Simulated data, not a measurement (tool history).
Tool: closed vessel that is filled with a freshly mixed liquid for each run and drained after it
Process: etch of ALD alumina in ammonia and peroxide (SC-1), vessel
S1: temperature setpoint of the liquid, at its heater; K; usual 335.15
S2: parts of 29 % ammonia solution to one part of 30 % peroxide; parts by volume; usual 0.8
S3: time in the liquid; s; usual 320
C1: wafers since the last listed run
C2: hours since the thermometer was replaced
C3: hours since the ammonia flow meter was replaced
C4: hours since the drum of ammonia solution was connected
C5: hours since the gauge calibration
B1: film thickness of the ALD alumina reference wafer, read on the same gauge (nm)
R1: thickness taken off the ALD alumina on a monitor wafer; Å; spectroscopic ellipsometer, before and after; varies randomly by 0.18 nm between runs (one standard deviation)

run	hour	S1	S2	S3	C1	C2	C3	C4	C5	B1	R1
1	0	335.15	0.95	320	0	509.2	689.3	338.5	342.1	49.99	222.9
2	71.2	335.15	0.95	320	4022	580.4	760.5	409.7	413.3	50	220.3
3	113.3	335.15	0.8	320	2378	622.5	802.6	451.8	455.4	49.99	215.5
4	166.8	328.15	0.8	320	3022	676	856.1	505.3	508.9	49.98	147
5	201.9	328.15	0.8	320	1982	711.1	891.2	540.4	544	50.01	148.9
6	245	335.15	0.8	320	2434	754.2	934.3	583.5	587.1	49.99	212.5
7	286.1	335.15	0.8	320	2321	795.3	975.4	624.6	628.2	50.01	211.3
8	351.2	335.15	0.8	320	3677	860.4	1040.5	689.7	693.3	49.99	209.8
9	394.5	340.65	0.8	320	2446	903.7	1083.8	733	736.6	50.01	273.3
# hour 402: new drum of ammonia solution connected
10	450.8	340.15	0.55	235	3124	960	1140.1	48.8	792.9	49.99	193
11	510.5	335.15	0.8	320	3372	1019.7	1199.8	108.5	852.6	50.03	206.3
# hour 537.8: ammonia flow meter replaced
12	564.1	343.15	1.15	260	2971	1073.3	26.3	162.1	906.2	49.99	257.4
# hour 604.2: gauge calibrated
13	634.9	330.65	0.5	320	3999	1144.1	97.1	232.9	30.7	49.98	154.9
# hour 645.7: thermometer replaced
14	664.4	335.15	0.8	320	1610	18.7	126.6	262.4	60.2	50.01	228.1
15	695.7	335.15	0.8	170	1768	50	157.9	293.7	91.5	50	121.8
16	742.3	330.15	1.05	135	2632	96.6	204.5	340.3	138.1	50	74.9
17	781.2	332.15	1.1	465	2197	135.5	243.4	379.2	177	49.99	293.5

The next listed run, before its measurement:
18	849.1	325.65	0.8	505	3836	203.4	311.3	447.1	244.9	?	?

{"run 18": {"B1": 50.02, "R1": 213.9}}
The same run, on a tool lacking any hidden state, would have yielded R1 222.1 Å.

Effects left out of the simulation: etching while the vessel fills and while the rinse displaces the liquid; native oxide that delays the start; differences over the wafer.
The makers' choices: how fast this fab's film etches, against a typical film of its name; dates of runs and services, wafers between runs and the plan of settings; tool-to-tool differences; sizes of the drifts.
